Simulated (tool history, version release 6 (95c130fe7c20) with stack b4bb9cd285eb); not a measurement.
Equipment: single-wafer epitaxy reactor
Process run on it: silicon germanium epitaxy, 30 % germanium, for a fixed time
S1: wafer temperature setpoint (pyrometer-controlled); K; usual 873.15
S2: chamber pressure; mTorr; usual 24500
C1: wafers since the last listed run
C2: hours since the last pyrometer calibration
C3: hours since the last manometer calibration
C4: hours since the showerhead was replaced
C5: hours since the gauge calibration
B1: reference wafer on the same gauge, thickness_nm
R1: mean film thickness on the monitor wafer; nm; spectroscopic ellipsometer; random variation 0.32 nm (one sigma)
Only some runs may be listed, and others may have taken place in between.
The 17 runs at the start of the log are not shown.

run   hour      S1     S2   C1     C2     C3      C4     C5      B1      R1
     481.5  -- capacitance manometer re-zeroed and calibrated
 18  482.1  873.15  24500  286  223.3    0.6  7811.0  145.9  53.879  61.775
 19  509.4  859.15  20200  298  250.6   27.9  7838.3  173.2  53.872  44.903
 20  528.4  873.15  24500  207  269.6   46.9  7857.3  192.2  53.845  61.917
     546.0  -- showerhead replaced
 21  546.5  867.15  27500  110  287.7   65.0     0.5  210.3  53.922  57.131
 22  557.1  873.15  24500  115  298.3   75.6    11.1  220.9  53.785  61.380
 23  584.8  873.15  24500  302  326.0  103.3    38.8  248.6  53.765  61.714
 24  608.0  873.15  24500  253  349.2  126.5    62.0  271.8  53.787  61.969
 25  639.7  888.15  29500  346  380.9  158.2    93.7  303.5  53.700  83.881
 26  655.3  873.15  26300  170  396.5  173.8   109.3  319.1  53.619  62.241
 27  672.2  868.15  27600  184  413.4  190.7   126.2  336.0  53.499  57.890
 28  704.6  873.15  19400  354  445.8  223.1   158.6  368.4  53.544  56.841
 29  731.0  879.15  21600  288  472.2  249.5   185.0  394.8  53.417  64.723
 30  759.0  873.15  24500  306  500.2  277.5   213.0  422.8  53.433  60.802

Alternative continuations, all from the tool just after run 30; predict every row:
  A  759.4  873.15  24500   4  500.6  277.9  213.4  423.2   ?   ?
  B  759.4  866.15  22200   4  500.6  277.9  213.4  423.2   ?   ?
  C  759.4  869.15  28000   4  500.6  277.9  213.4  423.2   ?   ?
  D  759.4  859.15  30300   4  500.6  277.9  213.4  423.2   ?   ?

run      B1      R1
  A  53.390  60.336
  B  53.390  51.738
  C  53.390  58.669
  D  53.390  50.353
Without the tool's hidden state the same runs would have given:
run      R1
  A  61.265
  B  52.535
  C  59.572
  D  51.129

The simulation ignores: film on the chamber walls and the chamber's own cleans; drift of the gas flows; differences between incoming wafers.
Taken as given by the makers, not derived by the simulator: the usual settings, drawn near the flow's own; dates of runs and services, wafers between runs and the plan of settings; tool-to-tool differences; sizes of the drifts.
